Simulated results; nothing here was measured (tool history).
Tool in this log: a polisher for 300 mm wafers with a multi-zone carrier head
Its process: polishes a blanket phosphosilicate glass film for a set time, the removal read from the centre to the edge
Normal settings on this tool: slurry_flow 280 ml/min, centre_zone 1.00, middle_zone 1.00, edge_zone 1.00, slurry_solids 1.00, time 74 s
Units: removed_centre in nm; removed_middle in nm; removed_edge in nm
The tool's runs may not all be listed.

run,hour,slurry_flow,centre_zone,middle_zone,edge_zone,slurry_solids,time,"incoming thickness of the incoming film, nm",removed_centre,removed_middle,removed_edge
1,0.0,280,1.00,1.00,1.00,0.90,74,2084.7,563.0,562.2,574.3
2,47.2,280,1.00,1.00,1.00,1.00,74,2105.7,592.1,589.7,609.1
3,96.8,310,1.00,1.00,1.00,0.90,74,2072.3,577.6,565.4,597.0
4,161.5,280,0.94,1.00,0.94,0.85,81,2057.2,562.5,580.7,593.2
5,198.4,235,1.00,1.00,1.00,1.00,74,2120.1,567.6,562.8,591.6
6,407.9,280,1.00,1.00,1.07,1.00,74,2124.3,579.1,569.0,611.5
7,477.5,280,1.00,1.00,1.00,1.00,74,2093.3,579.4,562.6,593.5
8,580.6,335,1.00,0.89,1.00,1.00,74,2087.9,585.1,519.8,595.5
9,669.9,280,1.00,0.94,1.00,1.00,74,2100.4,569.7,530.5,587.6
10,752.6,375,1.00,1.00,1.04,1.00,74,2072.4,631.1,610.0,633.0
11,803.7,280,0.92,1.00,1.00,1.25,74,2074.2,613.3,666.6,684.4
12,908.9,280,1.00,1.00,1.00,1.15,74,2063.4,636.4,620.3,634.4
13,999.2,280,0.94,1.00,1.05,1.00,74,2100.2,558.4,577.5,623.6
14,1073.4,280,1.10,1.00,1.00,1.00,74,2102.2,635.5,578.6,577.5
15,1124.6,355,1.00,1.00,1.06,1.15,74,2074.7,635.6,631.9,648.1
16,1171.6,280,1.00,1.00,1.00,1.00,61,2078.9,476.1,469.6,493.4
17,1247.7,280,1.00,1.00,1.00,1.00,74,2098.7,571.1,569.4,594.4
18,1305.4,280,1.00,1.00,1.00,1.00,74,2096.9,575.7,557.2,588.7
19,1411.5,280,1.00,1.00,1.00,1.20,87,2096.5,723.0,711.0,764.2
20,1506.1,280,1.00,0.96,1.00,0.75,65,2082.4,427.2,407.5,430.1

Removed from this log: 10 entries logged between the listed runs. Between which two listed runs does each belong, and how does the tool's hidden state at the listed run before it compare with that at the listed run after it?
Runs 3 to 4: worn pad replaced by a new one (hour 129.8)
  slurry flow missing at the pad, %: 21.1 -> 25.6
  what was measured, less what the result would be without the hidden state, removed_centre: -15.6 -> -21.5 nm; removed_middle: -13.8 -> -20.1 nm; removed_edge: -11.1 -> -15.4 nm
Runs 5 to 6: centre zone pressure recalibrated (hour 250.7); edge zone pressure recalibrated (hour 290.2)
  slurry flow missing at the pad, %: 27.7 -> 35.7
  what was measured, less what the result would be without the hidden state, removed_centre: -28.8 -> -36.0 nm; removed_middle: -25.6 -> -31.8 nm; removed_edge: -19.9 -> -25.4 nm
Runs 8 to 9: carrier head's membrane replaced by a new one (hour 644.7)
  slurry flow missing at the pad, %: 39.1 -> 40.1
  what was measured, less what the result would be without the hidden state, removed_centre: -35.2 -> -42.8 nm; removed_middle: -28.2 -> -35.8 nm; removed_edge: -24.3 -> -29.4 nm
Runs 9 to 10: slurry nozzle cleaned (hour 724.6)
  slurry flow missing at the pad, %: 40.1 -> 7.04
  what was measured, less what the result would be without the hidden state, removed_centre: -42.8 -> -4.0 nm; removed_middle: -35.8 -> -3.5 nm; removed_edge: -29.4 -> -2.8 nm
Runs 10 to 11: worn pad replaced by a new one (hour 803.2)
  slurry flow missing at the pad, %: 7.04 -> 13.3
  what was measured, less what the result would be without the hidden state, removed_centre: -4.0 -> -10.5 nm; removed_middle: -3.5 -> -10.3 nm; removed_edge: -2.8 -> -8.1 nm
Runs 12 to 13: centre zone pressure recalibrated (hour 926.7)
  slurry flow missing at the pad, %: 23.2 -> 29.2
  what was measured, less what the result would be without the hidden state, removed_centre: -21.5 -> -25.7 nm; removed_middle: -18.8 -> -24.0 nm; removed_edge: -14.5 -> -19.4 nm
Runs 16 to 17: edge zone pressure recalibrated (hour 1184.8)
  slurry flow missing at the pad, %: 36.5 -> 38.5
  what was measured, less what the result would be without the hidden state, removed_centre: -30.6 -> -40.1 nm; removed_middle: -27.2 -> -35.9 nm; removed_edge: -21.3 -> -27.8 nm
Runs 18 to 19: carrier head's membrane replaced by a new one (hour 1365.5)
  slurry flow missing at the pad, %: 39.7 -> 41.4
  what was measured, less what the result would be without the hidden state, removed_centre: -42.5 -> -57.4 nm; removed_middle: -36.9 -> -50.7 nm; removed_edge: -28.9 -> -40.3 nm
Runs 19 to 20: worn pad replaced by a new one (hour 1504.2)
  slurry flow missing at the pad, %: 41.4 -> 42.5
  what was measured, less what the result would be without the hidden state, removed_centre: -57.4 -> -35.4 nm; removed_middle: -50.7 -> -30.3 nm; removed_edge: -40.3 -> -23.7 nm

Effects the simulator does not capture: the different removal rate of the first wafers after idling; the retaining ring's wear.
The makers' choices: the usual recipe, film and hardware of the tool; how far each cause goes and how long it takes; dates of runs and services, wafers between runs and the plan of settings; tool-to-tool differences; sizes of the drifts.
